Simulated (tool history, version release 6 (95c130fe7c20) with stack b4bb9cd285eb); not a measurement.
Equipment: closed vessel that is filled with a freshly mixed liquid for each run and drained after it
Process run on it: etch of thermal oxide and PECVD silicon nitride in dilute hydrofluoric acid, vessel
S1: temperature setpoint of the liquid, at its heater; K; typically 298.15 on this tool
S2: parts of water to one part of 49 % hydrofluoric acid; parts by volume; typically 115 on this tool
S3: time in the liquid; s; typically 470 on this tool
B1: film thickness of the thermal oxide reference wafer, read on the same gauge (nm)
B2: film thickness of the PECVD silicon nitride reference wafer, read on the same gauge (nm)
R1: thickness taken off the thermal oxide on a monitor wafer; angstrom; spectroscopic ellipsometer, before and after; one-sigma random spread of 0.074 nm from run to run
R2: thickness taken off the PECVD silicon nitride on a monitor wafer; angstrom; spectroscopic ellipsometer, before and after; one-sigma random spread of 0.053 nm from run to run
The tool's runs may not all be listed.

{"run": 1, "day": 0.0, "S1": 296.15, "S2": 115, "S3": 470, "B1": 30.01, "B2": 69.99, "R1": 152.3, "R2": 62.2}
{"run": 2, "day": 0.892, "S1": 298.15, "S2": 70, "S3": 545, "B1": 30.01, "B2": 70.02, "R1": 330.2, "R2": 133.2}
{"run": 3, "day": 1.9, "S1": 298.15, "S2": 115, "S3": 470, "B1": 29.98, "B2": 70, "R1": 165.6, "R2": 70.5}
{"run": 4, "day": 3.279, "S1": 299.65, "S2": 140, "S3": 195, "B1": 30, "B2": 69.99, "R1": 57.8, "R2": 27}
{"run": 5, "day": 4.054, "S1": 298.15, "S2": 115, "S3": 470, "B1": 29.98, "B2": 70, "R1": 163.8, "R2": 69.9}
{"day": 6.629, "done": "thermometer replaced"}
{"run": 6, "day": 8.488, "S1": 294.15, "S2": 115, "S3": 540, "B1": 29.98, "B2": 69.99, "R1": 174.9, "R2": 70.5}
{"run": 7, "day": 9.533, "S1": 301.65, "S2": 115, "S3": 470, "B1": 30.04, "B2": 69.99, "R1": 202.6, "R2": 100.9}
{"run": 8, "day": 10.571, "S1": 298.15, "S2": 140, "S3": 740, "B1": 30.01, "B2": 70, "R1": 221.2, "R2": 104}
{"run": 9, "day": 11.642, "S1": 294.15, "S2": 115, "S3": 540, "B1": 30.01, "B2": 69.99, "R1": 173.3, "R2": 70.7}
{"run": 10, "day": 12.212, "S1": 302.15, "S2": 90, "S3": 645, "B1": 30, "B2": 70.01, "R1": 372.8, "R2": 178.4}
{"day": 13.138, "done": "hydrofluoric acid flow meter replaced"}
{"run": 11, "day": 13.179, "S1": 301.65, "S2": 135, "S3": 470, "B1": 29.98, "B2": 70.01, "R1": 168.3, "R2": 84.4}
{"run": 12, "day": 14.05, "S1": 299.65, "S2": 65, "S3": 335, "B1": 30, "B2": 69.99, "R1": 252.5, "R2": 109.4}
{"run": 13, "day": 14.712, "S1": 298.15, "S2": 115, "S3": 470, "B1": 29.99, "B2": 70, "R1": 176.5, "R2": 78.7}
{"day": 14.95, "done": "gauge calibrated"}
{"run": 14, "day": 16.138, "S1": 298.15, "S2": 60, "S3": 330, "B1": 30, "B2": 70, "R1": 252.3, "R2": 104.3}
{"run": 15, "day": 17.125, "S1": 298.15, "S2": 115, "S3": 470, "B1": 30, "B2": 70.02, "R1": 176.4, "R2": 78.8}
{"run": 16, "day": 20.412, "S1": 294.15, "S2": 115, "S3": 540, "B1": 30, "B2": 70.01, "R1": 171.5, "R2": 67.9}
{"run": 17, "day": 21.479, "S1": 301.15, "S2": 115, "S3": 470, "B1": 30, "B2": 70, "R1": 197.6, "R2": 93.9}
{"run": 18, "day": 22.608, "S1": 298.15, "S2": 115, "S3": 470, "B1": 29.98, "B2": 69.98, "R1": 175, "R2": 77.9}
{"run": 19, "day": 23.129, "S1": 298.15, "S2": 75, "S3": 325, "B1": 30.01, "B2": 70.01, "R1": 194.1, "R2": 81.7}
{"run": 20, "day": 23.888, "S1": 298.15, "S2": 155, "S3": 635, "B1": 30.01, "B2": 70.01, "R1": 165.5, "R2": 77.6}
{"run": 21, "day": 24.633, "S1": 298.15, "S2": 115, "S3": 610, "B1": 30, "B2": 70.01, "R1": 228.3, "R2": 100}
{"run": 22, "day": 25.433, "S1": 298.15, "S2": 115, "S3": 470, "B1": 30, "B2": 70.01, "R1": 174.2, "R2": 77.1}
{"run": 23, "day": 26.808, "S1": 299.65, "S2": 140, "S3": 195, "B1": 30.01, "B2": 70.01, "R1": 60.8, "R2": 29.2}
{"run": 24, "day": 27.542, "S1": 298.15, "S2": 90, "S3": 470, "B1": 30, "B2": 70, "R1": 230.8, "R2": 98.5}
{"run": 25, "day": 28.142, "S1": 302.15, "S2": 85, "S3": 365, "B1": 30, "B2": 70, "R1": 221.9, "R2": 104}

Below are 5 alternative next runs, each starting from the tool's condition after run 25. Predict each:
{"run": "A", "day": 28.175, "S1": 298.15, "S2": 65, "S3": 470, "B1": "?", "B2": "?", "R1": "?", "R2": "?"}
{"run": "B", "day": 28.175, "S1": 294.15, "S2": 150, "S3": 325, "B1": "?", "B2": "?", "R1": "?", "R2": "?"}
{"run": "C", "day": 28.175, "S1": 298.15, "S2": 60, "S3": 350, "B1": "?", "B2": "?", "R1": "?", "R2": "?"}
{"run": "D", "day": 28.175, "S1": 298.15, "S2": 115, "S3": 680, "B1": "?", "B2": "?", "R1": "?", "R2": "?"}
{"run": "E", "day": 28.175, "S1": 296.15, "S2": 115, "S3": 745, "B1": "?", "B2": "?", "R1": "?", "R2": "?"}

run=A B1=30 B2=70.02 R1=327.5 R2=135.8
run=B B1=30 B2=70.02 R1=75.7 R2=31.6
run=C B1=30 B2=70.02 R1=265.9 R2=109.4
run=D B1=30 B2=70.02 R1=251.5 R2=111.9
run=E B1=30 B2=70.02 R1=254.6 R2=107.5
The same runs, with their run-to-run variation unchanged, on a tool lacking any hidden condition would have given:
run=A R1=337.1 R2=142.5
run=B R1=77.9 R2=33.2
run=C R1=273.8 R2=114.8
run=D R1=258.6 R2=117.3
run=E R1=262 R2=112.7
